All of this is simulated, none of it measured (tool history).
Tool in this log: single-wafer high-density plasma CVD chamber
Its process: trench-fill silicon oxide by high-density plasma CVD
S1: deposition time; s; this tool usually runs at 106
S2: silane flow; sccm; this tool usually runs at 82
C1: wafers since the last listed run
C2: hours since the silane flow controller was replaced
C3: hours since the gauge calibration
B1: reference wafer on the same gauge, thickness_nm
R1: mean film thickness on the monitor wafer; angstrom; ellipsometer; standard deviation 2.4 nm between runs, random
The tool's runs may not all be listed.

Run 1, hour 0: usual settings; C1 0; C2 1932.5; C3 361.7; B1 761.711. Result: R1 8315.79 angstrom.
Run 2, hour 47: usual settings; C1 523; C2 1979.5; C3 408.7; B1 760.541. Result: R1 8292.32 angstrom.
Run 3, hour 59.4: usual settings; C1 137; C2 1991.9; C3 421.1; B1 761.235. Result: R1 8297.62 angstrom.
Run 4, hour 75: usual settings; C1 173; C2 2007.5; C3 436.7; B1 761.717. Result: R1 8263.39 angstrom.
Run 5, hour 120.5: usual settings; C1 506; C2 2053; C3 482.2; B1 761.976. Result: R1 8269.03 angstrom.
Run 6, hour 153: usual settings but S2 93 sccm; C1 361; C2 2085.5; C3 514.7; B1 761.49. Result: R1 9401.15 angstrom.
Run 7, hour 194.8: usual settings but S2 93 sccm; C1 465; C2 2127.3; C3 556.5; B1 761.171. Result: R1 9386.66 angstrom.
Run 8, hour 223.7: usual settings; C1 321; C2 2156.2; C3 585.4; B1 759.9. Result: R1 8245.97 angstrom.
Run 9, hour 257.6: usual settings; C1 377; C2 2190.1; C3 619.3; B1 761.141. Result: R1 8257.75 angstrom.
Run 10, hour 273.7: usual settings; C1 179; C2 2206.2; C3 635.4; B1 760.977. Result: R1 8280.86 angstrom.
Run 11, hour 293.2: usual settings; C1 217; C2 2225.7; C3 654.9; B1 762.054. Result: R1 8274.03 angstrom.
Run 12, hour 325.2: usual settings; C1 356; C2 2257.7; C3 686.9; B1 760.431. Result: R1 8246.14 angstrom.
Run 13, hour 337.9: usual settings; C1 141; C2 2270.4; C3 699.6; B1 761.477. Result: R1 8287.91 angstrom.
Run 14, hour 353.4: usual settings; C1 172; C2 2285.9; C3 715.1; B1 761.141. Result: R1 8227.94 angstrom.
Run 15, hour 372.4: usual settings but S1 94 s; C1 211; C2 2304.9; C3 734.1; B1 760.772. Result: R1 7296.74 angstrom.
At hour 448.9: silane flow controller replaced.
Run 16, hour 462.6: usual settings but S1 94 s; C1 914; C2 13.7; C3 824.3; B1 759.445. Result: R1 7568.38 angstrom.
Run 17, hour 498.3: usual settings but S1 94 s; C1 397; C2 49.4; C3 860; B1 760.557. Result: R1 7557.16 angstrom.
Run 18, hour 516.9: usual settings but S2 90 sccm; C1 206; C2 68; C3 878.6; B1 761.068. Result: R1 9390.92 angstrom.
Run 19, hour 547.3: usual settings but S2 90 sccm; C1 338; C2 98.4; C3 909; B1 760.041. Result: R1 9342.22 angstrom.
Run 20, hour 607.7: usual settings but S1 86 s; C1 672; C2 158.8; C3 969.4; B1 760.557. Result: R1 6932.42 angstrom.
Run 21, hour 641.7: usual settings but S2 92 sccm; C1 378; C2 192.8; C3 1003.4; B1 761.855. Result: R1 9559.7 angstrom.
Run 22, hour 672.1: usual settings but S1 100 s, S2 96 sccm; C1 338; C2 223.2; C3 1033.8; B1 760.904. Result: R1 9400.93 angstrom.
Run 23, hour 694.9: usual settings but S1 91 s, S2 89 sccm; C1 253; C2 246; C3 1056.6; B1 761.605. Result: R1 7966.14 angstrom.
Run 24, hour 714.9: usual settings but S1 120 s, S2 91 sccm; C1 222; C2 266; C3 1076.6; B1 760.457. Result: R1 10680.27 angstrom.
Run 25, hour 733.1: usual settings; C1 202; C2 284.2; C3 1094.8; B1 761.156. Result: R1 8542.93 angstrom.
Run 26, hour 766: usual settings; C1 366; C2 317.1; C3 1127.7; B1 760.759. Result: R1 8540.65 angstrom.
Run 27, hour 801.6: usual settings but S1 113 s, S2 68 sccm; C1 396; C2 352.7; C3 1163.3; B1 761.945. Result: R1 7522.17 angstrom.
Run 28, hour 828.2: usual settings but S1 92 s, S2 92 sccm; C1 296; C2 379.3; C3 1189.9; B1 761.104. Result: R1 8287.91 angstrom.
Run 29, hour 849.9: usual settings but S1 115 s, S2 68 sccm; C1 241; C2 401; C3 1211.6; B1 761.249. Result: R1 7657.9 angstrom.
At hour 878.5: gauge calibrated.
Run 30, hour 884.5: usual settings but S1 115 s, S2 88 sccm; C1 385; C2 435.6; C3 6; B1 762.138. Result: R1 9909.11 angstrom.
Run 31, hour 966.1: usual settings; C1 908; C2 517.2; C3 87.6; B1 760.736. Result: R1 8482.97 angstrom.
Run 32, hour 997.7: usual settings but S1 118 s, S2 70 sccm; C1 351; C2 548.8; C3 119.2; B1 761.127. Result: R1 8038.05 angstrom.
Run 33, hour 1010.6: usual settings; C1 143; C2 561.7; C3 132.1; B1 761.508. Result: R1 8481.75 angstrom.
Run 34, hour 1029.6: usual settings but S1 121 s, S2 71 sccm; C1 211; C2 580.7; C3 151.1; B1 761.336. Result: R1 8391.76 angstrom.
Run 35, hour 1048.9: usual settings but S2 71 sccm; C1 214; C2 600; C3 170.4; B1 760.202. Result: R1 7366.56 angstrom.
Run 36, hour 1078.6: usual settings but S1 90 s; C1 330; C2 629.7; C3 200.1; B1 760.661. Result: R1 7206.7 angstrom.
Run 37, hour 1112.5: usual settings but S1 126 s, S2 91 sccm; C1 377; C2 663.6; C3 234; B1 760.427. Result: R1 11172.39 angstrom.
Run 38, hour 1141.5: usual settings but S1 115 s, S2 90 sccm; C1 322; C2 692.6; C3 263; B1 759.445. Result: R1 10159.17 angstrom.

Take each entry between the runs: how does the hidden state at the last listed run before it differ from the hidden state at the first listed run after it?
From run 15 to run 16: silane flow controller replaced (hour 448.9)
  delivered silane flow above the setpoint (%): -2.69 -> 0.655
  measured result minus the result with no hidden state, R1: -201.61 -> +49.23 angstrom
From run 29 to run 30: gauge calibrated (hour 878.5)
  delivered silane flow above the setpoint (%): 0.198 -> 0.157
  measured result minus the result with no hidden state, R1: +15.15 -> +15.57 angstrom
